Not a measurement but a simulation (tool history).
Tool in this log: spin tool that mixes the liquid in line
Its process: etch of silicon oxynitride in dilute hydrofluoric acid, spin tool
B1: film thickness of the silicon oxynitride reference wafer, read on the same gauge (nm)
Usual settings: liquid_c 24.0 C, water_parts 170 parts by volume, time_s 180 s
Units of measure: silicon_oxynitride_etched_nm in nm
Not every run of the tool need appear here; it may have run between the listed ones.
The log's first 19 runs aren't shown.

run 20 hour=646.4 | liquid_c=24.0 water_parts=170 time_s=80 | B1=40.035 | silicon_oxynitride_etched_nm=1.156
-- hour=648.2 thermometer replaced
run 21 hour=676.8 | liquid_c=20.0 water_parts=170 time_s=180 | B1=40.036 | silicon_oxynitride_etched_nm=2.331
run 22 hour=696.2 | liquid_c=24.0 water_parts=170 time_s=180 | B1=39.979 | silicon_oxynitride_etched_nm=2.807
-- hour=705.0 hydrofluoric acid flow meter replaced
run 23 hour=726.5 | liquid_c=24.0 water_parts=170 time_s=120 | B1=39.995 | silicon_oxynitride_etched_nm=1.935
run 24 hour=757.8 | liquid_c=21.5 water_parts=245 time_s=180 | B1=39.969 | silicon_oxynitride_etched_nm=1.750
run 25 hour=775.0 | liquid_c=28.0 water_parts=90 time_s=225 | B1=39.988 | silicon_oxynitride_etched_nm=8.923
run 26 hour=803.4 | liquid_c=21.5 water_parts=195 time_s=280 | B1=39.959 | silicon_oxynitride_etched_nm=3.529
run 27 hour=831.9 | liquid_c=26.5 water_parts=210 time_s=180 | B1=39.989 | silicon_oxynitride_etched_nm=2.579
run 28 hour=851.0 | liquid_c=25.5 water_parts=110 time_s=220 | B1=40.015 | silicon_oxynitride_etched_nm=6.122
run 29 hour=885.5 | liquid_c=24.0 water_parts=245 time_s=255 | B1=40.001 | silicon_oxynitride_etched_nm=2.692
run 30 hour=909.7 | liquid_c=22.5 water_parts=170 time_s=180 | B1=40.018 | silicon_oxynitride_etched_nm=2.751

What if the next run were any one of these 5? Each begins from the tool's condition after run 30:
run A hour=910.2 | liquid_c=24.0 water_parts=170 time_s=180 | B1=? | silicon_oxynitride_etched_nm=?
run B hour=910.2 | liquid_c=24.0 water_parts=170 time_s=250 | B1=? | silicon_oxynitride_etched_nm=?
run C hour=910.2 | liquid_c=24.0 water_parts=205 time_s=180 | B1=? | silicon_oxynitride_etched_nm=?
run D hour=910.2 | liquid_c=24.0 water_parts=100 time_s=180 | B1=? | silicon_oxynitride_etched_nm=?
run E hour=910.2 | liquid_c=24.0 water_parts=90 time_s=215 | B1=? | silicon_oxynitride_etched_nm=?

run=A B1=40.022 silicon_oxynitride_etched_nm=2.898
run=B B1=40.022 silicon_oxynitride_etched_nm=4.025
run=C B1=40.022 silicon_oxynitride_etched_nm=2.340
run=D B1=40.022 silicon_oxynitride_etched_nm=5.211
run=E B1=40.022 silicon_oxynitride_etched_nm=6.974
Stripped of hidden state, with their random variation kept, the same runs would have yielded:
run=A silicon_oxynitride_etched_nm=3.013
run=B silicon_oxynitride_etched_nm=4.185
run=C silicon_oxynitride_etched_nm=2.433
run=D silicon_oxynitride_etched_nm=5.419
run=E silicon_oxynitride_etched_nm=7.252
